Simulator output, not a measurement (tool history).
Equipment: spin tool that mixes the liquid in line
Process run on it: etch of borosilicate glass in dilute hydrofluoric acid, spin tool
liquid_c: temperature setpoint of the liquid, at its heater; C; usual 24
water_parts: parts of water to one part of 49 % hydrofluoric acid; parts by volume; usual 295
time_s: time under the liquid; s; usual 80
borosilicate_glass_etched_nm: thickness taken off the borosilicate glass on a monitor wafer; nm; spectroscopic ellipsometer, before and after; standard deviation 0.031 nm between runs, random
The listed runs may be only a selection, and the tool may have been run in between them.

run	hour	liquid_c	water_parts	time_s	read-back film thickness of the borosilicate glass reference wafer, read on the same gauge (nm)	borosilicate_glass_etched_nm
1	0	24	295	80	70.01	6.51
2	7.7	24	295	80	69.99	6.48
3	23	21.5	295	80	70.01	5.93
4	34.3	24	295	80	70.03	6.47
5	45.6	24	295	80	69.99	6.51
6	61.1	24	295	80	70.02	6.46
7	73.7	24	295	110	69.97	8.93
8	79.8	23	295	80	70.01	6.24
9	89.6	23	295	80	70.02	6.31
10	106	24	295	100	70	8.15
11	123.2	24	295	80	70.01	6.48
12	131.6	24	295	80	70.01	6.55
13	140.5	28	410	35	69.98	2.08
14	152.6	27.5	295	80	69.99	7.34
15	167.3	27.5	375	100	70	6.61
# hour 179.1: gauge calibrated
16	209.4	26.5	295	80	70	7.11
17	217.6	24	295	80	70.01	6.52
18	232.4	20.5	395	80	70.01	3.9

Run 19 comes next. What will it give?
19	246.8	22	390	80	?	?

{"run 19": {"read-back film thickness of the borosilicate glass reference wafer, read on the same gauge (nm)": 70.02, "borosilicate_glass_etched_nm": 4.18}}
Were there no unlogged condition in the tool, this run, its random variation unchanged, would have produced borosilicate_glass_etched_nm 4.18 nm.

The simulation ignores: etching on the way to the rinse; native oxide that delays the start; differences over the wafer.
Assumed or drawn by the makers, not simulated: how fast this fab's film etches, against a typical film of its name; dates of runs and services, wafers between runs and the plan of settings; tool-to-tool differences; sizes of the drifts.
